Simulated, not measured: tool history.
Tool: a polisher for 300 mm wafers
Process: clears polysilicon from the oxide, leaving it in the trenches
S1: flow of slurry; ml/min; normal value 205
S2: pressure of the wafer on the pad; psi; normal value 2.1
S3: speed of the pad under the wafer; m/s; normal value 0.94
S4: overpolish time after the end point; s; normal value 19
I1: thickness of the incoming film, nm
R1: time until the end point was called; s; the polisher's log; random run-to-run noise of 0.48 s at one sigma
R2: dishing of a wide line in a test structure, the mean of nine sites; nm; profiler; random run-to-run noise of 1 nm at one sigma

run   hour   S1   S2    S3  S4     I1    R1    R2
  1      0  205  2.1  0.94  19  333.2  35.8  70.7
  2   33.4  205  2.1  0.94  19  323.2  35.2  68.5
  3   39.7  205  2.1  0.94  19  326.7  36.3  67.4
  4   50.8  205  2.1  0.94  19  330.1  36.2    66
  5   58.5  205  2.1  0.94  19  328.5  37.2  66.5
  6   65.2  205  2.1  0.94  19  332.6  37.5  67.4
  7   75.3  205  2.1  0.94  19  326.6  36.5  68.4
  8   89.1  260  2.1   1.1  19  329.6  31.5  68.6
  9  103.8  260  2.1   1.1  19  327.7  31.1  71.5
 10  120.4  260  2.1   1.1  19  330.3  32.7  70.4
 11  130.6  250  2.1  1.22  19  334.8  29.6  71.6
 12  157.4  265  1.5  1.26  30    328  35.4  78.6
     163.2  -- worn pad replaced by a new one
 13  167.8  205  2.1  0.94  19  332.7  35.4    68
     179.8  -- slurry nozzle cleaned
 14  182.4  205  2.1  0.94  19  334.1  36.2  69.2
 15  190.4  205  2.1  0.94   8  329.4    37  43.4
     198.2  -- head pressure recalibrated
 16  203.5  150  2.1   1.1  19  330.5    33  68.7
 17  211.8  155  2.1  0.84  14  327.1  43.3  53.7
 18  227.3  205  2.6  1.06  14  325.3  27.9  68.5
 19  236.6  205  2.8   1.2  19    327  22.9  75.9
 20  252.7  205  2.1  0.94  19  336.9  39.9  67.4
 21    270  170  2.1  0.94  19  324.2  38.5  66.8

Alternative continuations, all from the tool just after run 21; predict every row:
  A  270.4  205  2.5  0.94  19  327.6   ?   ?
  B  270.4  205  2.1  0.94  30  327.6   ?   ?
  C  270.4  135  2.1  1.26  19  327.6   ?   ?
  D  270.4  235  2.6  1.22  27  327.6   ?   ?

run    R1    R2
  A  33.1  69.4
  B  38.3  75.3
  C  30.5  71.2
  D  24.3    79
Take away the tool's hidden state, keep each run's random variation, and the runs would have read:
run    R1    R2
  A    29  72.2
  B  33.5    77
  C  26.7  73.7
  D  21.3  79.7
